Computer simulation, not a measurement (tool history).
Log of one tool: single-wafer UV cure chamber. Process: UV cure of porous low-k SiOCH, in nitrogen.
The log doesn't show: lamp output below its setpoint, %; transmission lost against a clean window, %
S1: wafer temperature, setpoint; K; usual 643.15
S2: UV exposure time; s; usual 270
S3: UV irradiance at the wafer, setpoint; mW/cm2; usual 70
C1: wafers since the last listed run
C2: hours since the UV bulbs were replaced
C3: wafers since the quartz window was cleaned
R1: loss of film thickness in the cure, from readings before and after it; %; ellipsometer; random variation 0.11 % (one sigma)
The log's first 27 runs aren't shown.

{"run": 28, "hour": 1309.2, "S1": 643.15, "S2": 190, "S3": 70, "C1": 145, "C2": 2637.0, "C3": 1126, "R1": 9.676}
{"run": 29, "hour": 1414.9, "S1": 624.15, "S2": 345, "S3": 70, "C1": 427, "C2": 2742.7, "C3": 1554, "R1": 11.823}
{"run": 30, "hour": 1444.9, "S1": 636.15, "S2": 270, "S3": 40, "C1": 121, "C2": 2772.7, "C3": 1676, "R1": 8.418}
{"hour": 1461.5, "done": "quartz window cleaned"}
{"hour": 1479.2, "done": "UV bulbs replaced"}
{"run": 31, "hour": 1498.3, "S1": 643.15, "S2": 270, "S3": 70, "C1": 151, "C2": 19.1, "C3": 116, "R1": 12.136}
{"run": 32, "hour": 1543.8, "S1": 643.15, "S2": 230, "S3": 70, "C1": 184, "C2": 64.6, "C3": 300, "R1": 11.042}
{"run": 33, "hour": 1600.3, "S1": 643.15, "S2": 270, "S3": 70, "C1": 228, "C2": 121.1, "C3": 529, "R1": 11.931}
{"run": 34, "hour": 1658.0, "S1": 643.15, "S2": 270, "S3": 70, "C1": 233, "C2": 178.8, "C3": 763, "R1": 11.845}
{"run": 35, "hour": 1683.2, "S1": 643.15, "S2": 270, "S3": 70, "C1": 101, "C2": 204.0, "C3": 865, "R1": 11.724}
{"run": 36, "hour": 1744.1, "S1": 652.15, "S2": 230, "S3": 98, "C1": 246, "C2": 264.9, "C3": 1111, "R1": 12.721}
{"run": 37, "hour": 1782.8, "S1": 628.15, "S2": 270, "S3": 70, "C1": 156, "C2": 303.6, "C3": 1268, "R1": 11.297}
{"run": 38, "hour": 1850.5, "S1": 643.15, "S2": 270, "S3": 70, "C1": 274, "C2": 371.3, "C3": 1542, "R1": 11.362}
{"hour": 1890.0, "done": "quartz window cleaned"}
{"run": 39, "hour": 1906.3, "S1": 643.15, "S2": 270, "S3": 70, "C1": 193, "C2": 427.1, "C3": 66, "R1": 11.862}
{"run": 40, "hour": 1977.7, "S1": 643.15, "S2": 270, "S3": 70, "C1": 288, "C2": 498.5, "C3": 355, "R1": 11.947}
{"run": 41, "hour": 2043.0, "S1": 643.15, "S2": 270, "S3": 70, "C1": 264, "C2": 563.8, "C3": 619, "R1": 11.886}
{"run": 42, "hour": 2108.1, "S1": 643.15, "S2": 270, "S3": 70, "C1": 263, "C2": 628.9, "C3": 882, "R1": 11.683}
{"run": 43, "hour": 2184.7, "S1": 649.15, "S2": 405, "S3": 82, "C1": 310, "C2": 705.5, "C3": 1192, "R1": 14.282}
{"run": 44, "hour": 2225.6, "S1": 636.15, "S2": 145, "S3": 107, "C1": 165, "C2": 746.4, "C3": 1358, "R1": 10.254}

5 ways to go on from here, each from the tool as it stands after run 44. What would each give?
{"run": "A", "hour": 2226.1, "S1": 643.15, "S2": 270, "S3": 70, "C1": 2, "C2": 746.9, "C3": 1360, "R1": "?"}
{"run": "B", "hour": 2226.1, "S1": 649.15, "S2": 115, "S3": 107, "C1": 2, "C2": 746.9, "C3": 1360, "R1": "?"}
{"run": "C", "hour": 2226.1, "S1": 654.15, "S2": 165, "S3": 83, "C1": 2, "C2": 746.9, "C3": 1360, "R1": "?"}
{"run": "D", "hour": 2226.1, "S1": 643.15, "S2": 270, "S3": 98, "C1": 2, "C2": 746.9, "C3": 1360, "R1": "?"}
{"run": "E", "hour": 2226.1, "S1": 653.15, "S2": 270, "S3": 70, "C1": 2, "C2": 746.9, "C3": 1360, "R1": "?"}

run=A R1=11.451
run=B R1=9.533
run=C R1=10.132
run=D R1=13.094
run=E R1=11.651
Without the tool's hidden state the same runs would have given:
run=A R1=11.916
run=B R1=9.985
run=C R1=10.588
run=D R1=13.572
run=E R1=12.117

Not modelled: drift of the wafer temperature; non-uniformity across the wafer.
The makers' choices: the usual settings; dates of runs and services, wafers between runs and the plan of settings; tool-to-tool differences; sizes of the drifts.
